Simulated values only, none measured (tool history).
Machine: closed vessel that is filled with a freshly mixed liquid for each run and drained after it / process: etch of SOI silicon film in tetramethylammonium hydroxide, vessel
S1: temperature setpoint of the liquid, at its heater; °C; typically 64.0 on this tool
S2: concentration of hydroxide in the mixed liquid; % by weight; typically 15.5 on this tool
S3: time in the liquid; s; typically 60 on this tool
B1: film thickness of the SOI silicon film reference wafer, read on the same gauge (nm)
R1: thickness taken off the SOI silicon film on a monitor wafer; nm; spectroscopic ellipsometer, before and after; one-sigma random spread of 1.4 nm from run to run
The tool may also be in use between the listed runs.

run,hour,S1,S2,S3,B1,R1
1,0.0,64.0,15.5,35,99.96,157.15
2,48.7,64.0,15.5,35,100.00,155.95
3,121.5,64.0,15.5,60,100.01,269.85
4,200.7,64.0,15.5,60,100.00,266.78
5,293.2,64.0,15.5,60,99.99,268.02
6,393.1,64.0,15.5,60,99.98,267.60
7,490.2,64.0,15.5,60,99.98,264.80
8,546.9,64.0,15.5,60,99.97,264.67
9,631.4,64.0,15.5,60,99.98,263.70
10,733.6,64.0,15.5,45,99.98,198.07
# hour 775.4: hydroxide flow meter replaced
11,802.9,64.0,15.5,45,100.01,197.56
12,846.3,64.0,15.5,45,100.03,198.29
# hour 934.4: gauge calibrated
13,948.6,64.0,15.5,60,100.04,264.04
14,995.4,64.0,15.5,60,100.02,262.01
15,1099.8,66.5,15.5,60,100.02,306.76
16,1168.9,66.5,15.5,60,100.03,303.34
17,1250.6,64.0,17.0,45,99.99,188.80
18,1324.7,69.0,16.5,50,100.00,288.00
19,1425.7,64.0,15.5,45,100.00,197.15
20,1462.9,70.0,19.5,75,99.98,420.87
21,1505.2,64.0,12.5,30,99.98,142.52
# hour 1516.2: thermometer replaced
22,1609.2,64.0,15.5,35,100.00,160.70
23,1653.9,64.0,15.5,60,100.00,274.37
24,1722.6,67.5,17.5,60,99.99,320.32
25,1764.6,56.0,15.5,95,99.98,264.07
26,1835.1,60.5,15.5,40,99.97,146.15
27,1877.4,60.5,15.5,30,100.01,109.88
28,1943.0,64.0,15.5,60,99.99,270.91
29,1987.0,64.0,15.5,60,99.99,273.34
30,2088.6,68.0,12.0,60,100.00,383.99
31,2144.7,61.0,13.0,45,99.98,183.97
32,2209.2,58.5,18.0,80,99.99,244.05
33,2259.6,64.0,15.5,70,100.01,316.68

For run 34, what comes out?
34,2323.7,57.5,15.5,60,?,?

{"run 34": {"B1": 100.05, "R1": 180.38}}
On a tool with no hidden condition, and with the same random variation, this run would have come out at R1 185.39 nm.
